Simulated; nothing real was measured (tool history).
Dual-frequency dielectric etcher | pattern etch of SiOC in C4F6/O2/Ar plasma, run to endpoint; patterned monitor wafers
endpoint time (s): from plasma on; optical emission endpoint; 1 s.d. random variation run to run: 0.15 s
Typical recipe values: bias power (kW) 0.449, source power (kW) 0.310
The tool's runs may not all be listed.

run,hour,bias power (kW),source power (kW),wafers since the last listed run,hours since the last wet clean,hours since the last bias power generator calibration,hours since the last source power generator calibration,hours since the last upper electrode change,"incoming incoming film thickness, nm",endpoint time (s)
1,0.0,0.449,0.310,0,331.0,2163.1,1881.9,2576.1,44.32,17.7
2,33.9,0.449,0.310,410,364.9,2197.0,1915.8,2610.0,44.71,18.1
# hour 117.4: wet clean of the chamber
3,117.9,0.449,0.310,726,0.5,2281.0,1999.8,2694.0,44.32,17.1
4,160.7,0.519,0.290,518,43.3,2323.8,2042.6,2736.8,44.76,16.2
5,210.7,0.519,0.290,605,93.3,2373.8,2092.6,2786.8,44.20,16.2
6,239.3,0.404,0.250,346,121.9,2402.4,2121.2,2815.4,44.53,19.2
7,264.3,0.404,0.250,302,146.9,2427.4,2146.2,2840.4,45.07,19.4
8,288.6,0.538,0.310,294,171.2,2451.7,2170.5,2864.7,44.77,16.1
9,319.0,0.538,0.310,368,201.6,2482.1,2200.9,2895.1,44.41,15.9
10,363.8,0.538,0.310,542,246.4,2526.9,2245.7,2939.9,44.25,16.2
11,400.8,0.449,0.260,448,283.4,2563.9,2282.7,2976.9,44.66,18.2
12,462.2,0.449,0.310,743,344.8,2625.3,2344.1,3038.3,44.66,18.0
# hour 536.7: wet clean of the chamber
13,537.2,0.449,0.310,617,0.5,2700.3,2419.1,3113.3,44.32,16.9
14,581.8,0.521,0.280,540,45.1,2744.9,2463.7,3157.9,44.49,16.2
15,609.6,0.521,0.280,336,72.9,2772.7,2491.5,3185.7,44.88,16.6
16,668.0,0.521,0.280,707,131.3,2831.1,2549.9,3244.1,44.55,16.5
17,702.3,0.496,0.390,415,165.6,2865.4,2584.2,3278.4,44.29,15.5
18,771.9,0.449,0.330,842,235.2,2935.0,2653.8,3348.0,44.44,17.2
19,809.8,0.449,0.330,458,273.1,2972.9,2691.7,3385.9,44.52,17.2
# hour 891.2: upper electrode replaced
20,891.7,0.449,0.310,701,355.0,3054.8,2773.6,0.5,44.43,17.9
# hour 900.3: bias power generator calibrated
21,907.9,0.499,0.310,147,371.2,7.6,2789.8,16.7,44.86,16.9
22,950.0,0.380,0.280,509,413.3,49.7,2831.9,58.8,44.10,19.2
# hour 1033.9: wet clean of the chamber
23,1093.3,0.449,0.310,1444,59.4,193.0,2975.2,202.1,44.95,17.5
24,1137.3,0.517,0.330,532,103.4,237.0,3019.2,246.1,44.97,15.9
# hour 1169.2: source power generator calibrated
25,1175.7,0.449,0.250,416,141.8,275.4,6.5,284.5,44.62,18.4
26,1208.6,0.339,0.270,398,174.7,308.3,39.4,317.4,44.46,20.5
27,1251.7,0.373,0.240,521,217.8,351.4,82.5,360.5,44.49,20.3
28,1308.8,0.361,0.280,691,274.9,408.5,139.6,417.6,44.55,20.0
29,1370.9,0.449,0.310,752,337.0,470.6,201.7,479.7,44.45,17.6
# hour 1457.3: wet clean of the chamber
30,1457.8,0.499,0.240,761,0.5,557.5,288.6,566.6,44.49,17.4
31,1472.5,0.492,0.360,178,15.2,572.2,303.3,581.3,44.47,15.5
32,1503.4,0.449,0.310,374,46.1,603.1,334.2,612.2,44.37,17.1
33,1563.3,0.449,0.310,725,106.0,663.0,394.1,672.1,44.71,17.2

Below are 4 alternative next runs, each starting from the tool's condition after run 33. Predict each:
A,1563.7,0.406,0.310,4,106.4,663.4,394.5,672.5,44.50,?
B,1563.7,0.556,0.280,4,106.4,663.4,394.5,672.5,44.50,?
C,1563.7,0.404,0.370,4,106.4,663.4,394.5,672.5,44.50,?
D,1563.7,0.536,0.370,4,106.4,663.4,394.5,672.5,44.50,?

run,endpoint time (s)
A,18.1
B,16.0
C,17.3
D,15.1
Stripped of hidden state, with their random variation kept, the same runs would have yielded:
run,endpoint time (s)
A,17.9
B,15.8
C,17.1
D,14.9
